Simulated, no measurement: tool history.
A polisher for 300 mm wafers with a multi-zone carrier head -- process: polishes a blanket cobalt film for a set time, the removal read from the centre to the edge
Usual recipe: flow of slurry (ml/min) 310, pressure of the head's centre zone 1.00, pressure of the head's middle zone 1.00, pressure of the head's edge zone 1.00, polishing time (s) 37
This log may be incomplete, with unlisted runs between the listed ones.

run     day  flow of slurry (ml/min)  pressure of the head's centre zone  pressure of the head's middle zone  pressure of the head's edge zone  polishing time (s)  wafers since the last listed run  wafers polished on this pad  hours since the slurry nozzle was cleaned  hours since the centre zone pressure was calibrated  hours since the edge zone pressure was calibrated  hours since the carrier head's membrane was replaced  incoming thickness of the incoming film, nm  film removed at the wafer's centre (nm)  film removed at mid-radius (nm)  film removed at the wafer's edge (nm)
  1   0.000                      310                                1.00                                1.00                              1.00                  46                                 0                          983                                      270.1                                                747.1                                             1035.5                                                1412.3                                       1500.6                                    194.4                            198.7                                  201.6
  2   0.675                      375                                1.00                                1.00                              1.07                  37                               236                         1219                                      286.3                                                763.3                                             1051.7                                                1428.5                                       1541.0                                    156.6                            162.1                                  168.4
  3   0.929                      375                                1.00                                1.00                              1.07                  37                                88                         1308                                      292.4                                                769.4                                             1057.8                                                1434.6                                       1501.9                                    156.4                            161.5                                  168.0
      1.675  -- worn pad replaced by a new one
  4   1.696                      375                                1.00                                1.00                              1.07                  37                               209                            7                                      310.8                                                787.8                                             1076.2                                                1453.0                                       1518.2                                    165.8                            174.5                                  177.7
  5   1.821                      310                                1.00                                1.00                              1.00                  37                                43                           51                                      313.8                                                790.8                                             1079.2                                                1456.0                                       1502.1                                    162.1                            167.7                                  169.9
  6   2.500                      310                                1.00                                1.00                              1.00                  37                               237                          288                                      330.1                                                807.1                                             1095.5                                                1472.3                                       1521.7                                    161.0                            164.1                                  166.2
      2.983  -- slurry nozzle cleaned
  7   4.721                      310                                1.00                                1.00                              1.00                  32                               762                         1051                                       41.7                                                860.4                                             1148.8                                                1525.6                                       1519.6                                    135.1                            138.5                                  139.6
  8   5.062                      310                                1.00                                1.00                              1.00                  32                               119                         1171                                       49.9                                                868.6                                             1157.0                                                1533.8                                       1487.6                                    135.1                            140.2                                  139.6
      5.633  -- centre zone pressure recalibrated
  9   5.779                      310                                1.00                                1.00                              1.00                  47                               221                         1392                                       67.1                                                  3.5                                             1174.2                                                1551.0                                       1505.9                                    194.8                            206.1                                  203.2
      6.154  -- carrier head's membrane replaced by a new one
      6.162  -- worn pad replaced by a new one
 10   6.229                      310                                0.96                                1.08                              1.00                  49                                81                           23                                       77.9                                                 14.3                                             1185.0                                                   1.8                                       1494.7                                    209.0                            241.0                                  224.3
 11   6.758                      310                                0.95                                1.00                              0.94                  45                               185                          208                                       90.6                                                 27.0                                             1197.7                                                  14.5                                       1500.8                                    188.8                            201.7                                  200.7
 12   7.158                      250                                1.00                                1.00                              1.08                  26                               139                          348                                      100.2                                                 36.6                                             1207.3                                                  24.1                                       1516.3                                    110.7                            116.7                                  120.1
 13   7.412                      230                                1.00                                1.00                              1.00                  37                                88                          437                                      106.3                                                 42.7                                             1213.4                                                  30.2                                       1483.1                                    155.9                            159.8                                  162.8
 14   7.771                      310                                1.00                                1.00                              0.93                  33                               125                          563                                      114.9                                                 51.3                                             1222.0                                                  38.8                                       1509.1                                    143.5                            148.7                                  143.0
      8.104  -- edge zone pressure recalibrated
 15   8.496                      410                                1.00                                1.00                              0.89                  37                               224                          787                                      132.3                                                 68.7                                                9.4                                                  56.2                                       1501.4                                    162.7                            166.5                                  158.6
 16   8.971                      310                                1.00                                1.00                              1.00                  37                               166                          953                                      143.7                                                 80.1                                               20.8                                                  67.6                                       1501.6                                    156.3                            162.7                                  163.5
 17   9.271                      310                                0.90                                0.92                              1.00                  37                               104                         1058                                      150.9                                                 87.3                                               28.0                                                  74.8                                       1523.2                                    139.6                            148.3                                  162.5
 18   9.596                      310                                1.10                                1.00                              1.07                  37                               113                         1172                                      158.7                                                 95.1                                               35.8                                                  82.6                                       1495.6                                    169.2                            165.1                                  168.2
 19  10.338                      270                                1.00                                1.10                              1.05                  47                               259                         1432                                      176.5                                                112.9                                               53.6                                                 100.4                                       1521.1                                    190.3                            213.0                                  203.3
     10.517  -- worn pad replaced by a new one
 20  10.879                      310                                1.00                                1.00                              1.00                  37                               131                          127                                      189.5                                                125.9                                               66.6                                                 113.4                                       1501.6                                    161.4                            169.5                                  168.7
 21  11.304                      310                                1.00                                1.00                              1.00                  37                               148                          276                                      199.7                                                136.1                                               76.8                                                 123.6                                       1485.1                                    161.6                            168.2                                  166.5
 22  11.612                      310                                1.00                                1.00                              0.97                  37                               107                          383                                      207.1                                                143.5                                               84.2                                                 131.0                                       1502.6                                    159.9                            165.6                                  162.1
 23  12.312                      310                                1.00                                1.00                              1.00                  37                               244                          628                                      223.9                                                160.3                                              101.0                                                 147.8                                       1519.4                                    156.8                            162.3                                  164.0

Branching from run 23: 3 alternative next runs. What would each branch give?
  A  12.329                      310                                1.00                                1.00                              1.00                  37                                 5                          634                                      224.3                                                160.7                                              101.4                                                 148.2                                       1501.0                                        ?                                ?                                      ?
  B  12.329                      310                                1.00                                1.05                              1.11                  37                                 5                          634                                      224.3                                                160.7                                              101.4                                                 148.2                                       1501.0                                        ?                                ?                                      ?
  C  12.329                      310                                1.00                                1.05                              1.00                  44                                 5                          634                                      224.3                                                160.7                                              101.4                                                 148.2                                       1501.0                                        ?                                ?                                      ?

run  film removed at the wafer's centre (nm)  film removed at mid-radius (nm)  film removed at the wafer's edge (nm)
  A                                    158.2                            164.7                                  165.5
  B                                    158.2                            171.4                                  173.8
  C                                    188.2                            203.9                                  196.7
Stripped of hidden state, with their random variation kept, the same runs would have yielded:
run  film removed at the wafer's centre (nm)  film removed at mid-radius (nm)  film removed at the wafer's edge (nm)
  A                                    164.3                            171.1                                  171.9
  B                                    164.4                            178.1                                  180.6
  C                                    195.5                            211.8                                  204.3
